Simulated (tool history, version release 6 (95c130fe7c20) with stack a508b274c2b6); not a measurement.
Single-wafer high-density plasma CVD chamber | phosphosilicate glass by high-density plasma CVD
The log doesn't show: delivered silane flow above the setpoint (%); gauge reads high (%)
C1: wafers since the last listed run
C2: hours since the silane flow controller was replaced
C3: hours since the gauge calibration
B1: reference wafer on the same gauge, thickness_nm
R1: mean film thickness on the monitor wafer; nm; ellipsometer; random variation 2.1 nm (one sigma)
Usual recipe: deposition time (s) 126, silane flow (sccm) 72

{"run": 1, "hour": 0.0, "deposition time (s)": 126, "silane flow (sccm)": 72, "C1": 0, "C2": 2461.7, "C3": 61.9, "B1": 1008.136, "R1": 953.166}
{"run": 2, "hour": 182.3, "deposition time (s)": 126, "silane flow (sccm)": 72, "C1": 2786, "C2": 2644.0, "C3": 244.2, "B1": 1008.28, "R1": 951.031}
{"run": 3, "hour": 267.9, "deposition time (s)": 119, "silane flow (sccm)": 64, "C1": 1308, "C2": 2729.6, "C3": 329.8, "B1": 1007.933, "R1": 810.655}
{"run": 4, "hour": 314.1, "deposition time (s)": 119, "silane flow (sccm)": 64, "C1": 706, "C2": 2775.8, "C3": 376.0, "B1": 1007.494, "R1": 809.686}
{"run": 5, "hour": 363.1, "deposition time (s)": 126, "silane flow (sccm)": 72, "C1": 749, "C2": 2824.8, "C3": 425.0, "B1": 1007.868, "R1": 950.682}
{"run": 6, "hour": 454.6, "deposition time (s)": 126, "silane flow (sccm)": 72, "C1": 1398, "C2": 2916.3, "C3": 516.5, "B1": 1007.959, "R1": 950.577}
{"run": 7, "hour": 495.4, "deposition time (s)": 126, "silane flow (sccm)": 72, "C1": 623, "C2": 2957.1, "C3": 557.3, "B1": 1007.77, "R1": 947.834}
{"run": 8, "hour": 595.3, "deposition time (s)": 126, "silane flow (sccm)": 72, "C1": 1527, "C2": 3057.0, "C3": 657.2, "B1": 1008.259, "R1": 946.866}
{"run": 9, "hour": 637.4, "deposition time (s)": 126, "silane flow (sccm)": 72, "C1": 643, "C2": 3099.1, "C3": 699.3, "B1": 1008.143, "R1": 949.491}
{"run": 10, "hour": 743.5, "deposition time (s)": 126, "silane flow (sccm)": 72, "C1": 1621, "C2": 3205.2, "C3": 805.4, "B1": 1008.084, "R1": 946.203}
{"run": 11, "hour": 955.2, "deposition time (s)": 126, "silane flow (sccm)": 72, "C1": 3236, "C2": 3416.9, "C3": 1017.1, "B1": 1008.034, "R1": 945.049}
{"run": 12, "hour": 995.0, "deposition time (s)": 126, "silane flow (sccm)": 72, "C1": 608, "C2": 3456.7, "C3": 1056.9, "B1": 1008.242, "R1": 947.98}
{"run": 13, "hour": 1050.1, "deposition time (s)": 126, "silane flow (sccm)": 72, "C1": 842, "C2": 3511.8, "C3": 1112.0, "B1": 1008.267, "R1": 945.629}
{"run": 14, "hour": 1109.1, "deposition time (s)": 126, "silane flow (sccm)": 72, "C1": 901, "C2": 3570.8, "C3": 1171.0, "B1": 1007.98, "R1": 948.426}
{"run": 15, "hour": 1189.3, "deposition time (s)": 126, "silane flow (sccm)": 72, "C1": 1225, "C2": 3651.0, "C3": 1251.2, "B1": 1007.547, "R1": 949.724}
{"run": 16, "hour": 1284.2, "deposition time (s)": 126, "silane flow (sccm)": 72, "C1": 1450, "C2": 3745.9, "C3": 1346.1, "B1": 1008.058, "R1": 946.451}
{"run": 17, "hour": 1376.4, "deposition time (s)": 126, "silane flow (sccm)": 72, "C1": 1409, "C2": 3838.1, "C3": 1438.3, "B1": 1008.11, "R1": 947.063}
{"hour": 1454.7, "done": "gauge calibrated"}
{"run": 18, "hour": 1468.4, "deposition time (s)": 126, "silane flow (sccm)": 72, "C1": 1406, "C2": 3930.1, "C3": 13.7, "B1": 1007.619, "R1": 948.36}
{"run": 19, "hour": 1530.3, "deposition time (s)": 126, "silane flow (sccm)": 72, "C1": 946, "C2": 3992.0, "C3": 75.6, "B1": 1008.257, "R1": 943.99}
{"run": 20, "hour": 1621.1, "deposition time (s)": 111, "silane flow (sccm)": 60, "C1": 1388, "C2": 4082.8, "C3": 166.4, "B1": 1008.86, "R1": 711.13}
{"run": 21, "hour": 1657.9, "deposition time (s)": 117, "silane flow (sccm)": 78, "C1": 562, "C2": 4119.6, "C3": 203.2, "B1": 1007.14, "R1": 946.931}
{"run": 22, "hour": 1740.7, "deposition time (s)": 137, "silane flow (sccm)": 80, "C1": 1265, "C2": 4202.4, "C3": 286.0, "B1": 1007.673, "R1": 1130.923}
{"run": 23, "hour": 1832.3, "deposition time (s)": 102, "silane flow (sccm)": 72, "C1": 1400, "C2": 4294.0, "C3": 377.6, "B1": 1007.649, "R1": 768.44}
{"hour": 1891.5, "done": "silane flow controller replaced"}
{"run": 24, "hour": 1913.9, "deposition time (s)": 105, "silane flow (sccm)": 72, "C1": 1125, "C2": 22.4, "C3": 459.2, "B1": 1008.111, "R1": 800.865}
{"run": 25, "hour": 1992.3, "deposition time (s)": 117, "silane flow (sccm)": 62, "C1": 1198, "C2": 100.8, "C3": 537.6, "B1": 1008.134, "R1": 785.171}
{"run": 26, "hour": 2091.2, "deposition time (s)": 142, "silane flow (sccm)": 84, "C1": 1511, "C2": 199.7, "C3": 636.5, "B1": 1008.014, "R1": 1238.366}
{"run": 27, "hour": 2399.0, "deposition time (s)": 106, "silane flow (sccm)": 67, "C1": 4705, "C2": 507.5, "C3": 944.3, "B1": 1008.149, "R1": 758.832}
{"run": 28, "hour": 2592.9, "deposition time (s)": 134, "silane flow (sccm)": 79, "C1": 2964, "C2": 701.4, "C3": 1138.2, "B1": 1008.178, "R1": 1104.089}
{"run": 29, "hour": 2656.3, "deposition time (s)": 137, "silane flow (sccm)": 62, "C1": 969, "C2": 764.8, "C3": 1201.6, "B1": 1007.674, "R1": 911.798}
{"run": 30, "hour": 2720.8, "deposition time (s)": 126, "silane flow (sccm)": 62, "C1": 985, "C2": 829.3, "C3": 1266.1, "B1": 1008.105, "R1": 836.896}
{"run": 31, "hour": 2785.4, "deposition time (s)": 126, "silane flow (sccm)": 72, "C1": 987, "C2": 893.9, "C3": 1330.7, "B1": 1007.716, "R1": 953.882}
{"run": 32, "hour": 2836.7, "deposition time (s)": 101, "silane flow (sccm)": 81, "C1": 784, "C2": 945.2, "C3": 1382.0, "B1": 1008.206, "R1": 846.781}
{"run": 33, "hour": 2908.3, "deposition time (s)": 126, "silane flow (sccm)": 72, "C1": 1094, "C2": 1016.8, "C3": 1453.6, "B1": 1008.059, "R1": 950.846}
{"run": 34, "hour": 2985.3, "deposition time (s)": 139, "silane flow (sccm)": 83, "C1": 1177, "C2": 1093.8, "C3": 1530.6, "B1": 1008.234, "R1": 1187.219}
{"run": 35, "hour": 3067.6, "deposition time (s)": 112, "silane flow (sccm)": 72, "C1": 1258, "C2": 1176.1, "C3": 1612.9, "B1": 1007.788, "R1": 846.75}
{"run": 36, "hour": 3123.1, "deposition time (s)": 113, "silane flow (sccm)": 82, "C1": 848, "C2": 1231.6, "C3": 1668.4, "B1": 1007.523, "R1": 952.362}
{"hour": 3138.7, "done": "gauge calibrated"}
{"run": 37, "hour": 3411.9, "deposition time (s)": 119, "silane flow (sccm)": 63, "C1": 4414, "C2": 1520.4, "C3": 273.2, "B1": 1007.532, "R1": 799.696}

Take each entry between the runs: how does the hidden state at the last listed run before it differ from the hidden state at the first listed run after it?
Run 17 -> run 18: gauge calibrated (hour 1454.7)
  delivered silane flow above the setpoint (%): -2.1 -> -2.11
  measured less the result without the state, R1: -17.750 -> -17.883 nm
Run 23 -> run 24: silane flow controller replaced (hour 1891.5)
  delivered silane flow above the setpoint (%): -2.16 -> -0.364
  measured less the result without the state, R1: -14.792 -> -2.564 nm
Run 36 -> run 37: gauge calibrated (hour 3138.7)
  delivered silane flow above the setpoint (%): -1.8 -> -2
  measured less the result without the state, R1: -15.250 -> -14.289 nm
